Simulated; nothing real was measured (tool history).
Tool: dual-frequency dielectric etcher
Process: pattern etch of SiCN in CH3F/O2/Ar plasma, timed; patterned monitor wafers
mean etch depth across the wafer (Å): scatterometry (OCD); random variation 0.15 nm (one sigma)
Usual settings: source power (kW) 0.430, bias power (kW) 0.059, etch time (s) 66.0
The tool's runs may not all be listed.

| run | day | source power (kW) | bias power (kW) | etch time (s) | wafers since the last listed run | hours since the last wet clean | hours since the last source power generator calibration | hours since the last bias power generator calibration | hours since the last upper electrode change | hours since the gauge calibration | read-back reference wafer on the same gauge, depth_nm | mean etch depth across the wafer (Å) |
|---|---|---|---|---|---|---|---|---|---|---|---|---|
| 1 | 0.000 | 0.430 | 0.048 | 66.0 | 0 | 299.1 | 3362.2 | 2294.9 | 3249.8 | 1179.5 | 29.80 | 234.6 |
| 2 | 0.850 | 0.430 | 0.059 | 66.0 | 259 | 319.5 | 3382.6 | 2315.3 | 3270.2 | 1199.9 | 29.87 | 252.1 |
| 3 | 1.738 | 0.430 | 0.059 | 66.0 | 271 | 340.8 | 3403.9 | 2336.6 | 3291.5 | 1221.2 | 29.85 | 256.9 |
| 4 | 2.508 | 0.430 | 0.059 | 66.0 | 235 | 359.3 | 3422.4 | 2355.1 | 3310.0 | 1239.7 | 29.83 | 255.0 |
|  | 3.604 | bias power generator calibrated |
|  | 3.950 | wet clean of the chamber |
| 5 | 3.971 | 0.430 | 0.059 | 66.0 | 290 | 0.5 | 3457.5 | 8.8 | 3345.1 | 1274.8 | 29.81 | 251.7 |
| 6 | 4.921 | 0.430 | 0.059 | 66.0 | 290 | 23.3 | 3480.3 | 31.6 | 3367.9 | 1297.6 | 29.84 | 254.8 |
| 7 | 5.554 | 0.430 | 0.059 | 66.0 | 193 | 38.5 | 3495.5 | 46.8 | 3383.1 | 1312.8 | 29.80 | 252.9 |
|  | 8.496 | upper electrode replaced |
| 8 | 8.517 | 0.430 | 0.059 | 66.0 | 599 | 109.6 | 3566.6 | 117.9 | 0.5 | 1383.9 | 29.88 | 253.7 |
| 9 | 8.667 | 0.350 | 0.073 | 76.0 | 45 | 113.2 | 3570.2 | 121.5 | 4.1 | 1387.5 | 29.96 | 276.0 |
| 10 | 9.475 | 0.510 | 0.066 | 75.0 | 246 | 132.6 | 3589.6 | 140.9 | 23.5 | 1406.9 | 29.76 | 331.0 |
|  | 10.229 | source power generator calibrated |
| 11 | 10.692 | 0.430 | 0.059 | 66.0 | 320 | 161.8 | 11.1 | 170.1 | 52.7 | 1436.1 | 29.86 | 252.5 |
| 12 | 11.417 | 0.430 | 0.059 | 66.0 | 221 | 179.2 | 28.5 | 187.5 | 70.1 | 1453.5 | 29.86 | 253.1 |
| 13 | 12.242 | 0.430 | 0.059 | 52.5 | 252 | 199.0 | 48.3 | 207.3 | 89.9 | 1473.3 | 29.89 | 202.7 |
| 14 | 15.192 | 0.430 | 0.059 | 66.0 | 901 | 269.8 | 119.1 | 278.1 | 160.7 | 1544.1 | 29.76 | 254.2 |
| 15 | 15.892 | 0.520 | 0.068 | 66.0 | 213 | 286.6 | 135.9 | 294.9 | 177.5 | 1560.9 | 29.89 | 296.7 |

The next listed run, before its measurement:
| 16 | 17.204 | 0.510 | 0.059 | 47.5 | 401 | 318.1 | 167.4 | 326.4 | 209.0 | 1592.4 | ? | ? |

read-back reference wafer on the same gauge, depth_nm: 29.90
mean etch depth across the wafer (Å): 200.9
Without the tool's hidden state the same run would have given mean etch depth across the wafer (Å) 195.8.
